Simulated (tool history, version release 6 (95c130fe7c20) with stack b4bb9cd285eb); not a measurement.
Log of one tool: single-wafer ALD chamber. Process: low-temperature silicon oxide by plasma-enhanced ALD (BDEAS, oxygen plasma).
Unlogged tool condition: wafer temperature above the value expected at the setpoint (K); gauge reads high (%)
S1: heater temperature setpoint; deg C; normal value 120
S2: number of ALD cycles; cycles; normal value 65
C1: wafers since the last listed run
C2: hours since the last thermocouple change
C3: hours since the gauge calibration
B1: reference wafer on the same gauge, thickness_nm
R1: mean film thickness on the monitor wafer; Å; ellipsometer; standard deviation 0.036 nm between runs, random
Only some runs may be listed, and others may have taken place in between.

| run | hour | S1 | S2 | C1 | C2 | C3 | B1 | R1 |
|---|---|---|---|---|---|---|---|---|
| 1 | 0 | 123 | 65 | 0 | 880.5 | 113.7 | 8.488 | 89.11 |
| 2 | 13.5 | 123 | 65 | 71 | 894 | 127.2 | 8.475 | 88.6 |
| 3 | 30.3 | 115 | 57 | 88 | 910.8 | 144 | 8.481 | 78.51 |
| 4 | 43.3 | 115 | 57 | 68 | 923.8 | 157 | 8.49 | 78.76 |
| 5 | 50.1 | 120 | 65 | 35 | 930.6 | 163.8 | 8.477 | 89.28 |
| 6 | 63.9 | 120 | 65 | 72 | 944.4 | 177.6 | 8.487 | 89.18 |
| 7 | 72 | 120 | 65 | 42 | 952.5 | 185.7 | 8.465 | 89.07 |
| 8 | 85.4 | 120 | 65 | 70 | 965.9 | 199.1 | 8.467 | 89.07 |
| 9 | 94.9 | 120 | 65 | 50 | 975.4 | 208.6 | 8.469 | 89.51 |
| 10 | 107.6 | 120 | 65 | 67 | 988.1 | 221.3 | 8.475 | 88.87 |
| 11 | 118.5 | 113 | 65 | 57 | 999 | 232.2 | 8.457 | 90.13 |
| 12 | 131.6 | 113 | 65 | 69 | 1012.1 | 245.3 | 8.473 | 90.35 |
|  | 140.9 | thermocouple changed; heater temperature recalibrated |
| 13 | 141.4 | 120 | 65 | 9 | 0.5 | 255.1 | 8.47 | 89.6 |
| 14 | 151.7 | 135 | 54 | 54 | 10.8 | 265.4 | 8.479 | 72.43 |
| 15 | 168.6 | 120 | 65 | 89 | 27.7 | 282.3 | 8.464 | 88.73 |
| 16 | 182.5 | 120 | 76 | 73 | 41.6 | 296.2 | 8.471 | 104.98 |
|  | 199.4 | gauge calibrated |
| 17 | 199.5 | 128 | 65 | 89 | 58.6 | 0.1 | 8.477 | 87.89 |
| 18 | 208.3 | 132 | 70 | 46 | 67.4 | 8.9 | 8.476 | 93.65 |
| 19 | 217.1 | 129 | 60 | 46 | 76.2 | 17.7 | 8.476 | 80.53 |
| 20 | 231.9 | 115 | 65 | 78 | 91 | 32.5 | 8.486 | 89.12 |
| 21 | 246.2 | 120 | 65 | 75 | 105.3 | 46.8 | 8.46 | 89.34 |
| 22 | 263.2 | 114 | 77 | 89 | 122.3 | 63.8 | 8.467 | 106.4 |
| 23 | 272.7 | 129 | 65 | 50 | 131.8 | 73.3 | 8.476 | 88.01 |
| 24 | 283.4 | 120 | 65 | 56 | 142.5 | 84 | 8.461 | 89.27 |
| 25 | 301.3 | 125 | 59 | 94 | 160.4 | 101.9 | 8.469 | 80.26 |

Forecast each of these 3 alternatives for the next run:
| A | 301.8 | 114 | 65 | 2 | 160.9 | 102.4 | ? | ? |
| B | 301.8 | 131 | 54 | 2 | 160.9 | 102.4 | ? | ? |
| C | 301.8 | 107 | 55 | 2 | 160.9 | 102.4 | ? | ? |

| run | B1 | R1 |
|---|---|---|
| A | 8.484 | 90.29 |
| B | 8.484 | 72.93 |
| C | 8.484 | 77.27 |
Stripped of hidden state, with their random variation kept, the same runs would have yielded:
| run | R1 |
|---|---|
| A | 90.29 |
| B | 72.93 |
| C | 77.27 |
